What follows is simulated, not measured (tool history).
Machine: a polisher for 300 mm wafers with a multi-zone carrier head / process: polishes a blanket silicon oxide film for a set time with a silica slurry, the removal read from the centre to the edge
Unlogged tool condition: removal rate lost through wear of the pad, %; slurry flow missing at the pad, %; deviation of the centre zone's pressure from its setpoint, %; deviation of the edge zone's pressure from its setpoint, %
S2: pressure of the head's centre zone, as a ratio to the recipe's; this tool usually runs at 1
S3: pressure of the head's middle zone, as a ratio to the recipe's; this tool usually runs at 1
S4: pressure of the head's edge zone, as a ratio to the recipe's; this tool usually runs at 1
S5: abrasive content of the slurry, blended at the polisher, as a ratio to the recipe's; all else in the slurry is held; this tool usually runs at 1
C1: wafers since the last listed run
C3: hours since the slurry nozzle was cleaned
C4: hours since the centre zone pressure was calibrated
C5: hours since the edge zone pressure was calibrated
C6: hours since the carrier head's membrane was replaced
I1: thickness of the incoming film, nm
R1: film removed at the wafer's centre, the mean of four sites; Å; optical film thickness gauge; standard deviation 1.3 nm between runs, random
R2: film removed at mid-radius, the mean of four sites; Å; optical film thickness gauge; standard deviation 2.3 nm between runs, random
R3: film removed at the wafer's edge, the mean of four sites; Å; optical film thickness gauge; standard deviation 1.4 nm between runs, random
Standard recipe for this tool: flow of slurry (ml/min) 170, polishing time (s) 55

Run 1, hour 0: usual settings; C1 0; wafers polished on this pad 1850; C3 380.8; C4 105.1; C5 187.8; C6 244.9; I1 1774.2. Result: R1 2075 Å, R2 1999 Å, R3 1966 Å.
Run 2, hour 50.1: usual settings but S3 0.96; C1 602; wafers polished on this pad 2452; C3 430.9; C4 155.2; C5 237.9; C6 295; I1 1770.7. Result: R1 2044 Å, R2 1886 Å, R3 1931 Å.
Run 3, hour 100.8: usual settings; C1 609; wafers polished on this pad 3061; C3 481.6; C4 205.9; C5 288.6; C6 345.7; I1 1730.4. Result: R1 2059 Å, R2 1971 Å, R3 1941 Å.
At hour 107.7: slurry nozzle cleaned.
Run 4, hour 131.2: usual settings but polishing time (s) 44; C1 353; wafers polished on this pad 3414; C3 23.5; C4 236.3; C5 319; C6 376.1; I1 1758.6. Result: R1 1624 Å, R2 1558 Å, R3 1559 Å.
Run 5, hour 234.8: usual settings but S2 1.11, S3 1.04, S5 1.25, polishing time (s) 73; C1 1245; wafers polished on this pad 4659; C3 127.1; C4 339.9; C5 422.6; C6 479.7; I1 1752.1. Result: R1 3104 Å, R2 2834 Å, R3 2728 Å.
Run 6, hour 260.1: usual settings but S4 0.93; C1 304; wafers polished on this pad 4963; C3 152.4; C4 365.2; C5 447.9; C6 505; I1 1752.4. Result: R1 2018 Å, R2 1954 Å, R3 1886 Å.
At hour 302.3: worn pad replaced by a new one.
Run 7, hour 314.9: usual settings; C1 610; wafers polished on this pad 151; C3 207.2; C4 420; C5 502.7; C6 559.8; I1 1723.9. Result: R1 2041 Å, R2 1942 Å, R3 1971 Å.
Run 8, hour 379.8: usual settings but S2 0.89, S4 1.1, polishing time (s) 42; C1 779; wafers polished on this pad 930; C3 272.1; C4 484.9; C5 567.6; C6 624.7; I1 1722. Result: R1 1397 Å, R2 1503 Å, R3 1556 Å.
Run 9, hour 416.3: usual settings but flow of slurry (ml/min) 150, S2 0.88, S3 1.07, polishing time (s) 64; C1 438; wafers polished on this pad 1369; C3 308.6; C4 521.4; C5 604.1; C6 661.2; I1 1737.7. Result: R1 2116 Å, R2 2380 Å, R3 2286 Å.
Run 10, hour 442.2: usual settings but flow of slurry (ml/min) 125; C1 311; wafers polished on this pad 1680; C3 334.5; C4 547.3; C5 630; C6 687.1; I1 1721.2. Result: R1 1982 Å, R2 1887 Å, R3 1907 Å.
Run 11, hour 503.3: usual settings but S5 0.7, polishing time (s) 46; C1 734; wafers polished on this pad 2415; C3 395.6; C4 608.4; C5 691.1; C6 748.2; I1 1739.2. Result: R1 1577 Å, R2 1504 Å, R3 1510 Å.
Run 12, hour 563.7: usual settings; C1 725; wafers polished on this pad 3140; C3 456; C4 668.8; C5 751.5; C6 808.6; I1 1740.5. Result: R1 2053 Å, R2 1999 Å, R3 1955 Å.
At hour 589.8: slurry nozzle cleaned.
Run 13, hour 591.4: usual settings but S5 0.7, polishing time (s) 46; C1 320; wafers polished on this pad 3461; C3 1.6; C4 696.5; C5 779.2; C6 836.3; I1 1755.3. Result: R1 1566 Å, R2 1516 Å, R3 1511 Å.
Run 14, hour 636.6: usual settings but S4 1.07; C1 543; wafers polished on this pad 4005; C3 46.8; C4 741.7; C5 824.4; C6 881.5; I1 1777.6. Result: R1 2038 Å, R2 1951 Å, R3 2023 Å.
Run 15, hour 668: usual settings but S2 1.05, S3 0.96, S4 1.05; C1 377; wafers polished on this pad 4382; C3 78.2; C4 773.1; C5 855.8; C6 912.9; I1 1729.6. Result: R1 2143 Å, R2 1895 Å, R3 2015 Å.
At hour 685.9: worn pad replaced by a new one.
Run 16, hour 693.9: usual settings but flow of slurry (ml/min) 195, S2 1.05, S3 1.1, S4 0.93; C1 263; wafers polished on this pad 95; C3 104.1; C4 799; C5 881.7; C6 938.8; I1 1730.9. Result: R1 2157 Å, R2 2115 Å, R3 1946 Å.
At hour 783.3: carrier head's membrane replaced by a new one.
Run 17, hour 824.8: usual settings but S2 1.1, S5 0.8; C1 1512; wafers polished on this pad 1608; C3 235; C4 929.9; C5 1012.6; C6 41.5; I1 1713.3. Result: R1 2114 Å, R2 1878 Å, R3 1870 Å.
Run 18, hour 885.1: usual settings; C1 724; wafers polished on this pad 2333; C3 295.3; C4 990.2; C5 1072.9; C6 101.8; I1 1744.2. Result: R1 2039 Å, R2 1953 Å, R3 1961 Å.
Run 19, hour 918.8: usual settings; C1 404; wafers polished on this pad 2738; C3 329; C4 1023.9; C5 1106.6; C6 135.5; I1 1726.3. Result: R1 2031 Å, R2 1960 Å, R3 1982 Å.
Run 20, hour 975.3: usual settings but flow of slurry (ml/min) 210, S4 0.9; C1 678; wafers polished on this pad 3417; C3 385.5; C4 1080.4; C5 1163.1; C6 192; I1 1750. Result: R1 2098 Å, R2 2015 Å, R3 1876 Å.
At hour 999.6: centre zone pressure recalibrated.
At hour 1032.1: slurry nozzle cleaned.
Run 21, hour 1036.2: usual settings but flow of slurry (ml/min) 185, S5 0.8, polishing time (s) 60; C1 695; wafers polished on this pad 4112; C3 4.1; C4 36.6; C5 1224; C6 252.9; I1 1710.2. Result: R1 2155 Å, R2 2076 Å, R3 2029 Å.

Take each entry between the runs: how does the hidden state at the last listed run before it differ from the hidden state at the first listed run after it?
From run 3 to run 4: slurry nozzle cleaned (hour 107.7)
  no hidden state differs between the two runs
From run 6 to run 7: worn pad replaced by a new one (hour 302.3)
  no hidden state differs between the two runs
From run 12 to run 13: slurry nozzle cleaned (hour 589.8)
  no hidden state differs between the two runs
From run 15 to run 16: worn pad replaced by a new one (hour 685.9)
  no hidden state differs between the two runs
From run 16 to run 17: carrier head's membrane replaced by a new one (hour 783.3)
  no hidden state differs between the two runs
From run 20 to run 21: centre zone pressure recalibrated (hour 999.6); slurry nozzle cleaned (hour 1032.1)
  no hidden state differs between the two runs
